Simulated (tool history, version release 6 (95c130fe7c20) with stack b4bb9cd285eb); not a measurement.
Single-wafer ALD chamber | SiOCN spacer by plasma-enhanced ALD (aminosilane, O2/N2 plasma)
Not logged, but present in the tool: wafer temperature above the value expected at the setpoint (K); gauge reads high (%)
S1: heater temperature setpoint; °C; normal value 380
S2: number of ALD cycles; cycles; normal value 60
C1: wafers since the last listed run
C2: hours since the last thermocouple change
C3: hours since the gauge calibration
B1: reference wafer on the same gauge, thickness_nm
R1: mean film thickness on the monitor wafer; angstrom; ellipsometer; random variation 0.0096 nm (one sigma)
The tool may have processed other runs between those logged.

run 1 hour=0 | S1=380 S2=60 | C1=0 C2=1471.3 C3=182.6 | B1=3.247 | R1=38.38
run 2 hour=13.7 | S1=380 S2=60 | C1=79 C2=1485 C3=196.3 | B1=3.252 | R1=38.37
run 3 hour=22.7 | S1=380 S2=60 | C1=52 C2=1494 C3=205.3 | B1=3.252 | R1=38.64
run 4 hour=32 | S1=380 S2=50 | C1=54 C2=1503.3 C3=214.6 | B1=3.252 | R1=32.12
run 5 hour=40.9 | S1=380 S2=60 | C1=51 C2=1512.2 C3=223.5 | B1=3.25 | R1=38.49
run 6 hour=57.3 | S1=380 S2=60 | C1=95 C2=1528.6 C3=239.9 | B1=3.251 | R1=38.49
-- hour=65.4 gauge calibrated
run 7 hour=73.5 | S1=380 S2=60 | C1=94 C2=1544.8 C3=8.1 | B1=3.252 | R1=38.3
run 8 hour=89.6 | S1=387 S2=51 | C1=93 C2=1560.9 C3=24.2 | B1=3.248 | R1=32.61
run 9 hour=101.7 | S1=369 S2=60 | C1=70 C2=1573 C3=36.3 | B1=3.251 | R1=38.41
run 10 hour=115.4 | S1=369 S2=48 | C1=79 C2=1586.7 C3=50 | B1=3.25 | R1=30.76
run 11 hour=121.5 | S1=391 S2=60 | C1=35 C2=1592.8 C3=56.1 | B1=3.251 | R1=38.28
-- hour=138.4 thermocouple changed; heater temperature recalibrated
run 12 hour=138.9 | S1=380 S2=60 | C1=54 C2=0.5 C3=73.5 | B1=3.249 | R1=38.44
run 13 hour=149.1 | S1=391 S2=68 | C1=59 C2=10.7 C3=83.7 | B1=3.249 | R1=43.6
run 14 hour=156.8 | S1=380 S2=67 | C1=44 C2=18.4 C3=91.4 | B1=3.253 | R1=42.87
run 15 hour=172.8 | S1=380 S2=60 | C1=93 C2=34.4 C3=107.4 | B1=3.251 | R1=38.27
run 16 hour=188.1 | S1=385 S2=49 | C1=89 C2=49.7 C3=122.7 | B1=3.252 | R1=31.3
run 17 hour=205.6 | S1=393 S2=63 | C1=102 C2=67.2 C3=140.2 | B1=3.249 | R1=40.4

Alternative continuations, all from the tool just after run 17; predict every row:
run A hour=206.1 | S1=380 S2=60 | C1=2 C2=67.7 C3=140.7 | B1=? | R1=?
run B hour=206.1 | S1=392 S2=51 | C1=2 C2=67.7 C3=140.7 | B1=? | R1=?
run C hour=206.1 | S1=380 S2=48 | C1=2 C2=67.7 C3=140.7 | B1=? | R1=?
run D hour=206.1 | S1=394 S2=49 | C1=2 C2=67.7 C3=140.7 | B1=? | R1=?
run E hour=206.1 | S1=372 S2=60 | C1=2 C2=67.7 C3=140.7 | B1=? | R1=?

run=A B1=3.248 R1=38.36
run=B B1=3.248 R1=32.61
run=C B1=3.248 R1=30.69
run=D B1=3.248 R1=31.33
run=E B1=3.248 R1=38.36
The same runs, with their run-to-run variation unchanged, on a tool lacking any hidden condition would have given:
run=A R1=38.36
run=B R1=32.61
run=C R1=30.69
run=D R1=31.33
run=E R1=38.36

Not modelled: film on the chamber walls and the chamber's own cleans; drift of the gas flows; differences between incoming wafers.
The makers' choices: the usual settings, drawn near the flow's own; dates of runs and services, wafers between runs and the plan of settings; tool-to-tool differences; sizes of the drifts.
